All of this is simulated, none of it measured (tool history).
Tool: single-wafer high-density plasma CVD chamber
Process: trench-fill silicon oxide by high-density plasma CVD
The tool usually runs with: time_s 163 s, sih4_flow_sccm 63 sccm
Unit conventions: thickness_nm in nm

| run | hour | time_s | sih4_flow_sccm | read-back reference wafer on the same gauge, thickness_nm | thickness_nm |
|---|---|---|---|---|---|
| 1 | 0 | 163 | 63 | 993.634 | 998.251 |
| 2 | 17.4 | 163 | 63 | 992.924 | 992.001 |
| 3 | 50.7 | 163 | 63 | 991.503 | 997.509 |
| 4 | 79.2 | 163 | 63 | 990.239 | 987.501 |
| 5 | 103.8 | 163 | 63 | 989.455 | 988.873 |
| 6 | 129.1 | 163 | 63 | 988.676 | 994.531 |
| 7 | 155.2 | 163 | 63 | 987.2 | 992.083 |
|  | 183.2 | silane flow controller replaced |
| 8 | 183.7 | 163 | 60 | 985.799 | 943.85 |
| 9 | 196.2 | 163 | 60 | 985.023 | 939.376 |
| 10 | 223.5 | 163 | 67 | 984.989 | 1054.779 |
| 11 | 237.8 | 163 | 63 | 983.827 | 985.947 |
|  | 256.8 | gauge calibrated |
| 12 | 261.3 | 149 | 55 | 993.69 | 797.396 |
| 13 | 280.2 | 133 | 63 | 993.929 | 811.564 |
| 14 | 295 | 163 | 63 | 992.879 | 997.692 |
| 15 | 309.2 | 191 | 74 | 992.024 | 1367.59 |
| 16 | 325.3 | 137 | 69 | 991.143 | 916.029 |
| 17 | 352.2 | 163 | 55 | 990.021 | 869.098 |
| 18 | 381.9 | 163 | 55 | 989.381 | 864.883 |

Predict each of these 3 candidate next runs independently; none follows another, all start after run 18:
| A | 382.3 | 163 | 63 | ? | ? |
| B | 382.3 | 179 | 71 | ? | ? |
| C | 382.3 | 179 | 54 | ? | ? |

| run | read-back reference wafer on the same gauge, thickness_nm | thickness_nm |
|---|---|---|
| A | 988.978 | 994.138 |
| B | 988.978 | 1230.353 |
| C | 988.978 | 935.762 |
What these runs would have given with no unlogged condition in the tool:
| run | thickness_nm |
|---|---|
| A | 999.015 |
| B | 1236.389 |
| C | 940.352 |
